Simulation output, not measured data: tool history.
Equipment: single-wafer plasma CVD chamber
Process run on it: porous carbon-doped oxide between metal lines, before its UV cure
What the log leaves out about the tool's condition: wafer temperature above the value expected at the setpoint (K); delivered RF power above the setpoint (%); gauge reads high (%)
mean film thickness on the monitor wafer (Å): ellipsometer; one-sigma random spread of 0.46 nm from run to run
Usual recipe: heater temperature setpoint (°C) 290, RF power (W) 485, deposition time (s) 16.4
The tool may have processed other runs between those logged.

| run | hour | heater temperature setpoint (°C) | RF power (W) | deposition time (s) | wafers since the last listed run | hours since the last thermocouple change | hours since the last RF generator calibration | hours since the showerhead was replaced | hours since the gauge calibration | read-back reference wafer on the same gauge, thickness_nm | mean film thickness on the monitor wafer (Å) |
|---|---|---|---|---|---|---|---|---|---|---|---|
| 1 | 0.0 | 301 | 460 | 16.4 | 0 | 1697.5 | 780.7 | 2512.4 | 126.8 | 81.796 | 822.43 |
| 2 | 64.5 | 301 | 460 | 16.4 | 1858 | 1762.0 | 845.2 | 2576.9 | 191.3 | 81.791 | 819.22 |
| 3 | 119.6 | 290 | 485 | 16.4 | 1587 | 1817.1 | 900.3 | 2632.0 | 246.4 | 81.876 | 900.36 |
| 4 | 160.4 | 290 | 485 | 16.4 | 1175 | 1857.9 | 941.1 | 2672.8 | 287.2 | 81.818 | 902.33 |
| 5 | 267.9 | 290 | 485 | 16.4 | 3097 | 1965.4 | 1048.6 | 2780.3 | 394.7 | 81.870 | 903.28 |
| 6 | 373.5 | 282 | 430 | 16.4 | 3042 | 2071.0 | 1154.2 | 2885.9 | 500.3 | 81.796 | 866.05 |
| 7 | 429.5 | 282 | 430 | 16.4 | 1613 | 2127.0 | 1210.2 | 2941.9 | 556.3 | 81.803 | 842.13 |
| 8 | 509.0 | 282 | 430 | 16.4 | 2290 | 2206.5 | 1289.7 | 3021.4 | 635.8 | 81.835 | 845.49 |
|  | 582.7 | RF generator calibrated |
| 9 | 588.6 | 290 | 485 | 16.4 | 2062 | 2286.1 | 5.9 | 3101.0 | 715.4 | 81.698 | 918.75 |
| 10 | 691.8 | 290 | 485 | 16.4 | 2973 | 2389.3 | 109.1 | 3204.2 | 818.6 | 81.751 | 922.04 |
| 11 | 744.5 | 290 | 485 | 16.4 | 1518 | 2442.0 | 161.8 | 3256.9 | 871.3 | 81.795 | 921.30 |
| 12 | 825.3 | 290 | 485 | 16.4 | 2327 | 2522.8 | 242.6 | 3337.7 | 952.1 | 81.771 | 913.58 |
| 13 | 903.4 | 277 | 485 | 13.6 | 2250 | 2600.9 | 320.7 | 3415.8 | 1030.2 | 81.800 | 833.36 |
| 14 | 998.2 | 301 | 460 | 16.4 | 2731 | 2695.7 | 415.5 | 3510.6 | 1125.0 | 81.789 | 831.02 |
| 15 | 1084.9 | 295 | 435 | 18.4 | 2497 | 2782.4 | 502.2 | 3597.3 | 1211.7 | 81.789 | 919.55 |
|  | 1113.7 | showerhead replaced |
| 16 | 1188.0 | 276 | 440 | 18.1 | 2739 | 2885.5 | 605.3 | 74.3 | 1314.8 | 81.793 | 1018.84 |
| 17 | 1255.9 | 277 | 485 | 15.2 | 1956 | 2953.4 | 673.2 | 142.2 | 1382.7 | 81.832 | 919.00 |
|  | 1291.7 | thermocouple changed; heater temperature recalibrated |
| 18 | 1299.4 | 290 | 390 | 15.4 | 1022 | 7.7 | 716.7 | 185.7 | 1426.2 | 81.921 | 744.59 |
|  | 1312.8 | gauge calibrated |
| 19 | 1377.1 | 300 | 485 | 16.4 | 2238 | 85.4 | 794.4 | 263.4 | 64.3 | 81.681 | 866.09 |
| 20 | 1551.5 | 290 | 485 | 16.4 | 5024 | 259.8 | 968.8 | 437.8 | 238.7 | 81.776 | 915.28 |
| 21 | 1591.5 | 290 | 485 | 16.4 | 1152 | 299.8 | 1008.8 | 477.8 | 278.7 | 81.701 | 911.30 |
| 22 | 1670.3 | 290 | 485 | 16.4 | 2270 | 378.6 | 1087.6 | 556.6 | 357.5 | 81.819 | 897.72 |
| 23 | 1761.4 | 281 | 510 | 17.8 | 2624 | 469.7 | 1178.7 | 647.7 | 448.6 | 81.730 | 1064.21 |
| 24 | 1802.8 | 290 | 395 | 18.2 | 1192 | 511.1 | 1220.1 | 689.1 | 490.0 | 81.783 | 841.98 |

Consider 3 possible next runs. They are alternatives, not a sequence: every one starts from the tool as it was left by run 24. What does each give?
| A | 1803.2 | 290 | 485 | 16.4 | 11 | 511.5 | 1220.5 | 689.5 | 490.4 | ? | ? |
| B | 1803.2 | 280 | 570 | 16.4 | 11 | 511.5 | 1220.5 | 689.5 | 490.4 | ? | ? |
| C | 1803.2 | 283 | 575 | 18.8 | 11 | 511.5 | 1220.5 | 689.5 | 490.4 | ? | ? |

| run | read-back reference wafer on the same gauge, thickness_nm | mean film thickness on the monitor wafer (Å) |
|---|---|---|
| A | 81.912 | 895.44 |
| B | 81.912 | 1065.54 |
| C | 81.912 | 1198.56 |
Had the tool no hidden state, the same runs would have come out as:
| run | mean film thickness on the monitor wafer (Å) |
|---|---|
| A | 955.65 |
| B | 1137.63 |
| C | 1279.08 |
